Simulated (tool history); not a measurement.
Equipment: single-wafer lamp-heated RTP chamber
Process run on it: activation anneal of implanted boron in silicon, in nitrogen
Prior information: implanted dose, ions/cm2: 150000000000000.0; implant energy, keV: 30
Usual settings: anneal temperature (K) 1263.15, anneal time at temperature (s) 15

| run | hour | anneal temperature (K) | anneal time at temperature (s) | read-back reference wafer on the same gauge, sheet resistance | sheet resistance of the implanted and annealed layer (ohm/square) |
|---|---|---|---|---|---|
| 1 | 0 | 1241.15 | 19 | 593.19 | 530.52 |
| 2 | 21.5 | 1241.15 | 19 | 593.18 | 529.61 |
| 3 | 49.6 | 1241.15 | 19 | 593.24 | 531.28 |
|  | 73.7 | gauge calibrated |
| 4 | 74 | 1263.15 | 11 | 588.08 | 518.81 |
| 5 | 108.4 | 1263.15 | 11 | 589.73 | 519.62 |
| 6 | 126.8 | 1263.15 | 15 | 590.92 | 520.32 |
| 7 | 156 | 1263.15 | 15 | 591.73 | 521.06 |
|  | 179.3 | reflector plate cleaned |
| 8 | 185.5 | 1280.15 | 20 | 592.26 | 519.39 |
| 9 | 208.1 | 1285.15 | 15 | 592.92 | 518.96 |
|  | 237.4 | pyrometer window cleaned and pyrometer calibrated |
|  | 279.1 | gauge calibrated |
| 10 | 282.4 | 1241.15 | 19 | 588.58 | 527.04 |
| 11 | 299.1 | 1252.15 | 13 | 589.63 | 524.17 |
| 12 | 317.4 | 1277.15 | 24 | 590.34 | 516.92 |
| 13 | 337.2 | 1263.15 | 15 | 591.4 | 519.16 |
| 14 | 355.4 | 1277.15 | 8 | 592.07 | 519.14 |

Each row is a separate what-if for the run after 14, all from the same tool condition, not one after another. Results?
| A | 355.8 | 1263.15 | 15 | ? | ? |
| B | 355.8 | 1280.15 | 23 | ? | ? |
| C | 355.8 | 1290.15 | 12 | ? | ? |
| D | 355.8 | 1286.15 | 13 | ? | ? |

| run | read-back reference wafer on the same gauge, sheet resistance | sheet resistance of the implanted and annealed layer (ohm/square) |
|---|---|---|
| A | 591.87 | 520.54 |
| B | 591.87 | 517.52 |
| C | 591.87 | 518.1 |
| D | 591.87 | 518.08 |
Without the tool's unlogged condition, the same runs would have read:
| run | sheet resistance of the implanted and annealed layer (ohm/square) |
|---|---|
| A | 517.12 |
| B | 514.11 |
| C | 514.69 |
| D | 514.67 |

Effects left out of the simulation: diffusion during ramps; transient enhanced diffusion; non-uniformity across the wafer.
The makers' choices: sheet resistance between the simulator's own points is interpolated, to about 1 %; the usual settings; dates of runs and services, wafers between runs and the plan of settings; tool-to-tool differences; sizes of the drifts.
